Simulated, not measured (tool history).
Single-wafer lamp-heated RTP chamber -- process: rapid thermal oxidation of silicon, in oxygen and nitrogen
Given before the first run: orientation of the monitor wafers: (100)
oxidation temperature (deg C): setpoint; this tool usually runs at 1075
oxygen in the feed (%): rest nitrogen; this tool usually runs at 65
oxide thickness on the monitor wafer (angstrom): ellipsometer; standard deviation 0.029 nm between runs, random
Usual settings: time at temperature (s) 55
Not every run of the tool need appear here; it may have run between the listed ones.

run   hour  oxidation temperature (deg C)  time at temperature (s)  oxygen in the feed (%)  wafers since the last listed run  wafers since the last pyrometer calibration  hours since the oxygen flow controller was replaced  hours since the gauge calibration  read-back reference wafer on the same gauge, thickness  oxide thickness on the monitor wafer (angstrom)
  1    0.0                           1075                       55                      74                                 0                                         2537                                               3327.7                               26.1                                                  10.627                                           101.26
      21.7  -- pyrometer window cleaned and pyrometer calibrated
  2   32.6                           1075                       55                      65                               165                                           73                                               3360.3                               58.7                                                  10.636                                            94.23
  3   53.4                           1075                       55                      65                               139                                          212                                               3381.1                               79.5                                                  10.622                                            94.13
  4   66.0                           1075                       55                      65                                84                                          297                                               3393.7                               92.1                                                  10.633                                            94.59
  5   81.2                           1075                       55                      65                               102                                          399                                               3408.9                              107.3                                                  10.632                                            94.04
  6   99.0                           1075                       55                      65                               119                                          519                                               3426.7                              125.1                                                  10.631                                            93.68
  7  118.7                           1075                       55                      65                               132                                          651                                               3446.4                              144.8                                                  10.631                                            94.72
  8  131.0                           1075                       55                      65                                82                                          734                                               3458.7                              157.1                                                  10.637                                            94.65
  9  149.5                           1075                       55                      65                               124                                          858                                               3477.2                              175.6                                                  10.641                                            94.64
 10  178.9                           1097                       55                      65                               197                                         1056                                               3506.6                              205.0                                                  10.626                                           109.70
 11  256.8                           1097                       55                      65                               523                                         1579                                               3584.5                              282.9                                                  10.641                                           109.56
 12  269.5                           1075                       43                      65                                85                                         1664                                               3597.2                              295.6                                                  10.632                                            85.36
 13  283.8                           1075                       43                      65                                96                                         1760                                               3611.5                              309.9                                                  10.627                                            85.35
 14  305.9                           1075                       43                      65                               148                                         1909                                               3633.6                              332.0                                                  10.646                                            85.45
     316.8  -- oxygen flow controller replaced
 15  320.9                           1075                       40                      65                                47                                         1956                                                  4.1                              347.0                                                  10.625                                            82.84
 16  341.1                           1075                       40                      65                               135                                         2092                                                 24.3                              367.2                                                  10.630                                            82.91
     370.8  -- pyrometer window cleaned and pyrometer calibrated
 17  371.3                           1075                       55                      65                               149                                            3                                                 54.5                              397.4                                                  10.634                                            93.96
 18  382.1                           1075                       55                      65                                72                                           75                                                 65.3                              408.2                                                  10.631                                            94.22
 19  411.6                           1052                       40                      90                               198                                          274                                                 94.8                              437.7                                                  10.630                                            79.15
 20  432.5                           1075                       43                      65                               140                                          414                                                115.7                              458.6                                                  10.627                                            84.62
 21  462.7                           1062                       36                      75                               202                                          617                                                145.9                              488.8                                                  10.623                                            75.52
 22  480.6                           1075                       55                      65                               120                                          737                                                163.8                              506.7                                                  10.622                                            94.67
 23  512.4                           1052                       38                      65                               213                                          951                                                195.6                              538.5                                                  10.636                                            69.11
 24  528.0                           1075                       55                      65                               104                                         1056                                                211.2                              554.1                                                  10.632                                            95.29
 25  545.4                           1094                       76                      49                               116                                         1173                                                228.6                              571.5                                                  10.631                                           111.80
 26  573.5                           1046                       71                      74                               188                                         1361                                                256.7                              599.6                                                  10.636                                            91.45
 27  597.3                           1066                       55                      65                               159                                         1521                                                280.5                              623.4                                                  10.622                                            89.54
 28  624.0                           1087                       55                      65                               179                                         1701                                                307.2                              650.1                                                  10.628                                           102.94
     635.9  -- gauge calibrated
 29  638.7                           1094                       55                      65                                98                                         1799                                                321.9                                2.8                                                  10.633                                           107.33
 30  661.4                           1075                       55                      65                               152                                         1952                                                344.6                               25.5                                                  10.636                                            95.37
 31  676.2                           1075                       55                      65                                99                                         2051                                                359.4                               40.3                                                  10.631                                            95.73
 32  705.6                           1075                       55                      65                               197                                         2249                                                388.8                               69.7                                                  10.629                                            95.56
 33  721.5                           1098                       82                      55                               106                                         2356                                                404.7                               85.6                                                  10.636                                           124.33
 34  755.3                           1083                       55                      42                               227                                         2583                                                438.5                              119.4                                                  10.629                                            86.51
     785.7  -- pyrometer window cleaned and pyrometer calibrated
 35  786.2                           1075                       80                      74                               153                                            3                                                469.4                              150.3                                                  10.624                                           116.72
 36  804.1                           1075                       55                      93                               120                                          123                                                487.3                              168.2                                                  10.623                                           107.37
 37  828.4                           1075                       55                      65                               163                                          286                                                511.6                              192.5                                                  10.626                                            94.52
 38  849.3                           1062                       40                      52                               140                                          427                                                532.5                              213.4                                                  10.635                                            69.89

4 options for the next run, each taken on its own from the tool as it stands now. Forecast them:
  A  849.8                           1075                       55                      82                                 3                                          430                                                533.0                              213.9                                                       ?                                                ?
  B  849.8                           1059                       81                      48                                 3                                          430                                                533.0                              213.9                                                       ?                                                ?
  C  849.8                           1100                       47                      65                                 3                                          430                                                533.0                              213.9                                                       ?                                                ?
  D  849.8                           1075                       81                      65                                 3                                          430                                                533.0                              213.9                                                       ?                                                ?

run  read-back reference wafer on the same gauge, thickness  oxide thickness on the monitor wafer (angstrom)
  A                                                  10.618                                           102.39
  B                                                  10.618                                            90.39
  C                                                  10.618                                           103.28
  D                                                  10.618                                           112.06
With no hidden state in the tool, these same runs would have given:
run  oxide thickness on the monitor wafer (angstrom)
  A                                           101.93
  B                                            89.97
  C                                           102.84
  D                                           111.56
